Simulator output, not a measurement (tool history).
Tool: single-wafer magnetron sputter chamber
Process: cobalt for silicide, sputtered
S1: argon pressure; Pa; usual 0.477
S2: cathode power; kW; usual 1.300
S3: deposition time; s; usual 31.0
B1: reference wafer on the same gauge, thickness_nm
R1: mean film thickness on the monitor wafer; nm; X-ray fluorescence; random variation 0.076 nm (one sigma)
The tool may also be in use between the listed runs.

run     day     S1     S2    S3      B1      R1
  1   0.000  0.477  1.300  31.0  20.215  17.677
  2   1.200  0.477  1.300  31.0  20.190  17.397
  3   2.225  0.477  1.300  31.0  20.215  17.297
      2.954  -- sputter target and shields replaced
  4   3.679  0.477  1.300  31.0  20.205  17.924
  5   4.392  0.477  1.300  31.0  20.205  17.804
  6   5.446  0.477  1.300  31.0  20.208  17.944
  7   6.288  0.477  1.300  31.0  20.197  17.955
  8   7.729  0.477  1.300  31.0  20.205  17.817
  9   8.575  0.477  1.300  31.0  20.225  17.669
     10.171  -- capacitance manometer re-zeroed and calibrated
 10  10.192  0.477  1.300  31.0  20.217  17.565
 11  10.475  0.348  1.300  31.0  20.186  17.990
 12  11.542  0.414  1.300  31.0  20.229  17.741
     12.571  -- sputter target and shields replaced
 13  12.604  0.414  1.300  31.0  20.195  18.187
 14  13.638  0.414  1.300  31.0  20.229  18.253
 15  14.471  0.577  1.300  25.1  20.215  14.199
 16  15.392  0.477  1.500  31.0  20.204  20.684
 17  16.283  0.477  1.300  31.0  20.199  17.938
 18  17.375  0.477  1.300  31.0  20.178  17.886
 19  18.717  0.287  1.300  31.0  20.218  18.620
 20  19.875  0.590  1.600  35.0  20.201  23.927
     20.788  -- sputter target and shields replaced
 21  21.196  0.329  1.050  29.3  20.210  14.149
 22  22.392  0.619  1.150  25.2  20.224  12.475
     22.400  -- gauge calibrated
 23  23.542  0.628  1.150  36.9  20.192  18.267
     24.225  -- magnet pack replaced
 24  24.746  0.587  1.300  33.0  20.214  18.389
 25  25.533  0.388  1.550  34.8  20.200  24.404
 26  26.271  0.477  1.300  31.0  20.204  17.754
 27  27.092  0.595  1.300  31.0  20.181  17.198
 28  27.675  0.477  1.300  31.0  20.189  17.654
 29  28.650  0.333  1.450  37.1  20.198  24.109
     29.625  -- sputter target and shields replaced
 30  29.733  0.477  1.300  31.0  20.189  17.930
 31  30.588  0.544  1.400  34.3  20.204  20.990
 32  31.758  0.594  1.600  25.6  20.202  17.793
 33  33.071  0.334  1.300  31.0  20.191  18.544
 34  34.179  0.477  1.300  31.0  20.190  17.802
 35  34.771  0.544  1.400  34.3  20.202  21.041
 36  35.871  0.477  1.300  31.0  20.205  17.663

Hidden state or all else? Some run-to-run changes of R1, split into what the settings, what came in and random variation would give without the hidden state, and what is left for the hidden state (with any gauge scatter that isn't in both results):
The hidden state here: deposition rate above that of a new target (%); true argon pressure above the setpoint (%); gauge reads high (%).
Run 3 -> 4: sputter target and shields replaced. R1 +0.627 nm: hidden state +0.638, all else -0.011.
Run 12 -> 13: sputter target and shields replaced. R1 +0.446 nm: hidden state +0.664, all else -0.218.
Run 15 -> 16: S1 0.577 -> 0.477, S2 1.300 -> 1.500, S3 25.1 -> 31.0. R1 +6.485 nm: hidden state -0.067, all else +6.552.
Run 20 -> 21: S1 0.590 -> 0.329, S2 1.600 -> 1.050, S3 35.0 -> 29.3, sputter target and shields replaced. R1 -9.778 nm: hidden state +0.621, all else -10.399.
Run 25 -> 26: S1 0.388 -> 0.477, S2 1.550 -> 1.300, S3 34.8 -> 31.0. R1 -6.650 nm: hidden state +0.020, all else -6.670.
Run 29 -> 30: S1 0.333 -> 0.477, S2 1.450 -> 1.300, S3 37.1 -> 31.0, sputter target and shields replaced. R1 -6.179 nm: hidden state +0.681, all else -6.860.
